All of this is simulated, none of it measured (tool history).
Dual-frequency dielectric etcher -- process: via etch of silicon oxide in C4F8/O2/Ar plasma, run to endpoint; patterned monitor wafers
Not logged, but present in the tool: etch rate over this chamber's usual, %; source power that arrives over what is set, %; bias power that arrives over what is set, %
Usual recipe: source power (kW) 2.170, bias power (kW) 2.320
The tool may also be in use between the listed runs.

| run | hour | source power (kW) | bias power (kW) | wafers since the last listed run | hours since the last wet clean | hours since the last source power generator calibration | hours since the last bias power generator calibration | hours since the last upper electrode change | incoming incoming film thickness, nm | endpoint time (s) |
|---|---|---|---|---|---|---|---|---|---|---|
| 1 | 0.0 | 2.170 | 2.320 | 0 | 450.2 | 640.1 | 3294.2 | 2578.3 | 1063.9 | 208.7 |
| 2 | 102.9 | 2.170 | 2.320 | 759 | 553.1 | 743.0 | 3397.1 | 2681.2 | 1059.5 | 208.2 |
|  | 148.6 | wet clean of the chamber |
| 3 | 176.4 | 2.170 | 2.320 | 365 | 27.8 | 816.5 | 3470.6 | 2754.7 | 1068.8 | 202.6 |
| 4 | 227.0 | 2.170 | 2.320 | 373 | 78.4 | 867.1 | 3521.2 | 2805.3 | 1059.1 | 201.3 |
| 5 | 270.3 | 2.170 | 2.320 | 319 | 121.7 | 910.4 | 3564.5 | 2848.6 | 1054.5 | 201.2 |
| 6 | 359.0 | 1.810 | 2.320 | 654 | 210.4 | 999.1 | 3653.2 | 2937.3 | 1065.2 | 232.8 |
| 7 | 455.0 | 1.810 | 2.320 | 708 | 306.4 | 1095.1 | 3749.2 | 3033.3 | 1077.1 | 238.1 |
| 8 | 526.4 | 2.170 | 1.876 | 527 | 377.8 | 1166.5 | 3820.6 | 3104.7 | 1073.1 | 226.0 |
|  | 817.7 | wet clean of the chamber |
| 9 | 839.3 | 2.170 | 2.320 | 2133 | 21.6 | 1479.4 | 4133.5 | 3417.6 | 1066.6 | 205.6 |
| 10 | 932.0 | 2.040 | 2.320 | 684 | 114.3 | 1572.1 | 4226.2 | 3510.3 | 1063.3 | 213.0 |
|  | 1013.8 | upper electrode replaced |
| 11 | 1014.3 | 2.040 | 2.320 | 430 | 196.6 | 1654.4 | 4308.5 | 0.5 | 1067.7 | 215.0 |
|  | 1284.1 | bias power generator calibrated |
| 12 | 1317.6 | 2.170 | 2.320 | 2210 | 499.9 | 1957.7 | 33.5 | 303.8 | 1058.7 | 215.0 |
|  | 1396.2 | wet clean of the chamber |
| 13 | 1396.7 | 2.170 | 2.320 | 406 | 0.5 | 2036.8 | 112.6 | 382.9 | 1065.6 | 208.0 |
| 14 | 1635.4 | 2.170 | 2.320 | 1762 | 239.2 | 2275.5 | 351.3 | 621.6 | 1058.0 | 211.3 |
| 15 | 1719.2 | 2.170 | 2.320 | 618 | 323.0 | 2359.3 | 435.1 | 705.4 | 1069.7 | 216.2 |
| 16 | 1779.0 | 2.170 | 2.320 | 441 | 382.8 | 2419.1 | 494.9 | 765.2 | 1061.1 | 215.1 |
|  | 1850.3 | source power generator calibrated |
| 17 | 1850.8 | 2.170 | 2.320 | 500 | 454.6 | 0.5 | 566.7 | 837.0 | 1055.9 | 210.0 |
| 18 | 1925.7 | 2.580 | 2.527 | 553 | 529.5 | 75.4 | 641.6 | 911.9 | 1060.9 | 184.0 |
|  | 2035.1 | wet clean of the chamber |
| 19 | 2035.6 | 2.170 | 2.320 | 634 | 0.5 | 185.3 | 751.5 | 1021.8 | 1058.0 | 199.5 |
| 20 | 2076.2 | 2.320 | 2.519 | 299 | 41.1 | 225.9 | 792.1 | 1062.4 | 1063.6 | 187.7 |
| 21 | 2161.5 | 1.740 | 1.756 | 629 | 126.4 | 311.2 | 877.4 | 1147.7 | 1055.9 | 256.1 |
| 22 | 2211.8 | 2.520 | 1.742 | 371 | 176.7 | 361.5 | 927.7 | 1198.0 | 1058.7 | 204.4 |
| 23 | 2271.9 | 2.030 | 2.037 | 443 | 236.8 | 421.6 | 987.8 | 1258.1 | 1056.7 | 220.4 |
| 24 | 2327.5 | 1.680 | 1.999 | 410 | 292.4 | 477.2 | 1043.4 | 1313.7 | 1050.9 | 255.2 |
| 25 | 2378.1 | 1.850 | 2.546 | 373 | 343.0 | 527.8 | 1094.0 | 1364.3 | 1059.2 | 222.6 |
| 26 | 2418.3 | 1.850 | 2.700 | 296 | 383.2 | 568.0 | 1134.2 | 1404.5 | 1061.3 | 218.7 |
| 27 | 2510.0 | 2.170 | 2.320 | 677 | 474.9 | 659.7 | 1225.9 | 1496.2 | 1058.0 | 209.1 |
|  | 2686.5 | wet clean of the chamber |
| 28 | 2687.0 | 2.340 | 1.767 | 1129 | 0.5 | 836.7 | 1402.9 | 1673.2 | 1059.8 | 206.2 |
| 29 | 2757.7 | 2.170 | 2.320 | 522 | 71.2 | 907.4 | 1473.6 | 1743.9 | 1078.4 | 205.1 |
| 30 | 2863.7 | 2.170 | 2.320 | 782 | 177.2 | 1013.4 | 1579.6 | 1849.9 | 1060.3 | 205.2 |
| 31 | 2967.4 | 2.360 | 1.805 | 765 | 280.9 | 1117.1 | 1683.3 | 1953.6 | 1067.5 | 213.0 |
| 32 | 3017.4 | 2.400 | 1.982 | 369 | 330.9 | 1167.1 | 1733.3 | 2003.6 | 1071.8 | 209.8 |
| 33 | 3089.1 | 2.170 | 2.849 | 529 | 402.6 | 1238.8 | 1805.0 | 2075.3 | 1068.4 | 197.1 |
| 34 | 3137.1 | 2.170 | 2.583 | 354 | 450.6 | 1286.8 | 1853.0 | 2123.3 | 1066.0 | 203.8 |

Hidden state or all else? Some run-to-run changes of endpoint time (s), split into what the settings, what came in and random variation would give without the hidden state, and what is left for the hidden state (with any gauge scatter that isn't in both results):
Run 2 -> 3: wet clean of the chamber. endpoint time (s) -5.6: hidden state -8.8, all else +3.2.
Run 18 -> 19: source power (kW) 2.580 -> 2.170, bias power (kW) 2.527 -> 2.320, wet clean of the chamber. endpoint time (s) +15.5: hidden state -10.1, all else +25.6.
Run 20 -> 21: source power (kW) 2.320 -> 1.740, bias power (kW) 2.519 -> 1.756. endpoint time (s) +68.4: hidden state +1.9, all else +66.5.
Run 21 -> 22: source power (kW) 1.740 -> 2.520, bias power (kW) 1.756 -> 1.742. endpoint time (s) -51.7: hidden state +0.5, all else -52.2.
Run 23 -> 24: source power (kW) 2.030 -> 1.680, bias power (kW) 2.037 -> 1.999. endpoint time (s) +34.8: hidden state +1.9, all else +32.9.
Run 27 -> 28: source power (kW) 2.170 -> 2.340, bias power (kW) 2.320 -> 1.767, wet clean of the chamber. endpoint time (s) -2.9: hidden state -8.1, all else +5.2.
